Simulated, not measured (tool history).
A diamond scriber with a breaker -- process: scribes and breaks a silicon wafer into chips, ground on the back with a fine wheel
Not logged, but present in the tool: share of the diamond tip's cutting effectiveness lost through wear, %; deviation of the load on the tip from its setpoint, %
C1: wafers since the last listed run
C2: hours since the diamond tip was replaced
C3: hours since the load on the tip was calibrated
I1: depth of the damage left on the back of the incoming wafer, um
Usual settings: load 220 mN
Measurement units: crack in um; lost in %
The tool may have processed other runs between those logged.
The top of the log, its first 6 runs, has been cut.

{"run": 7, "hour": 179.0, "load": 242, "C1": 34, "C2": 184.0, "C3": 551.1, "I1": 2.54, "crack": 8.98, "lost": 3.45}
{"run": 8, "hour": 197.9, "load": 242, "C1": 24, "C2": 202.9, "C3": 570.0, "I1": 2.61, "crack": 8.96, "lost": 3.47}
{"run": 9, "hour": 220.4, "load": 267, "C1": 29, "C2": 225.4, "C3": 592.5, "I1": 2.44, "crack": 9.29, "lost": 4.11}
{"run": 10, "hour": 238.3, "load": 220, "C1": 23, "C2": 243.3, "C3": 610.4, "I1": 1.61, "crack": 8.63, "lost": 1.48}
{"run": 11, "hour": 272.8, "load": 220, "C1": 44, "C2": 277.8, "C3": 644.9, "I1": 2.76, "crack": 8.52, "lost": 3.74}
{"run": 12, "hour": 306.0, "load": 220, "C1": 42, "C2": 311.0, "C3": 678.1, "I1": 2.61, "crack": 8.58, "lost": 3.21}
{"run": 13, "hour": 338.0, "load": 199, "C1": 41, "C2": 343.0, "C3": 710.1, "I1": 2.1, "crack": 8.11, "lost": 2.14}
{"run": 14, "hour": 356.6, "load": 220, "C1": 24, "C2": 361.6, "C3": 728.7, "I1": 1.82, "crack": 8.56, "lost": 1.72}
{"hour": 372.0, "done": "load on the tip recalibrated"}
{"hour": 392.5, "done": "diamond tip replaced by a new one"}
{"run": 15, "hour": 393.0, "load": 220, "C1": 41, "C2": 0.5, "C3": 21.0, "I1": 1.62, "crack": 8.01, "lost": 1.32}
{"run": 16, "hour": 404.3, "load": 220, "C1": 14, "C2": 11.8, "C3": 32.3, "I1": 2.92, "crack": 7.92, "lost": 3.93}
{"run": 17, "hour": 432.7, "load": 170, "C1": 36, "C2": 40.2, "C3": 60.7, "I1": 2.45, "crack": 6.98, "lost": 4.87}
{"run": 18, "hour": 450.7, "load": 237, "C1": 23, "C2": 58.2, "C3": 78.7, "I1": 1.94, "crack": 8.28, "lost": 1.75}
{"run": 19, "hour": 480.3, "load": 206, "C1": 38, "C2": 87.8, "C3": 108.3, "I1": 1.99, "crack": 7.76, "lost": 2.1}
{"run": 20, "hour": 502.9, "load": 206, "C1": 29, "C2": 110.4, "C3": 130.9, "I1": 1.55, "crack": 7.85, "lost": 1.3}
{"run": 21, "hour": 531.6, "load": 206, "C1": 37, "C2": 139.1, "C3": 159.6, "I1": 1.9, "crack": 7.73, "lost": 1.81}
{"run": 22, "hour": 564.5, "load": 195, "C1": 42, "C2": 172.0, "C3": 192.5, "I1": 2.2, "crack": 7.57, "lost": 2.78}
{"run": 23, "hour": 586.4, "load": 252, "C1": 28, "C2": 193.9, "C3": 214.4, "I1": 2.76, "crack": 8.92, "lost": 3.76}
{"run": 24, "hour": 620.4, "load": 188, "C1": 44, "C2": 227.9, "C3": 248.4, "I1": 2.63, "crack": 7.48, "lost": 4.39}
{"run": 25, "hour": 653.2, "load": 244, "C1": 42, "C2": 260.7, "C3": 281.2, "I1": 2.41, "crack": 8.64, "lost": 2.88}
{"run": 26, "hour": 678.1, "load": 263, "C1": 32, "C2": 285.6, "C3": 306.1, "I1": 2.54, "crack": 8.96, "lost": 3.34}
{"run": 27, "hour": 711.9, "load": 188, "C1": 43, "C2": 319.4, "C3": 339.9, "I1": 2.58, "crack": 7.63, "lost": 3.78}

Predict the results of run 28:
{"run": 28, "hour": 734.6, "load": 284, "C1": 29, "C2": 342.1, "C3": 362.6, "I1": 2.93, "crack": "?", "lost": "?"}

Logged for run 28: crack 9.53 um, lost 5.44 %.
The same run, on a tool lacking any hidden state, would have yielded crack 9.25 um, lost 4.83 %.
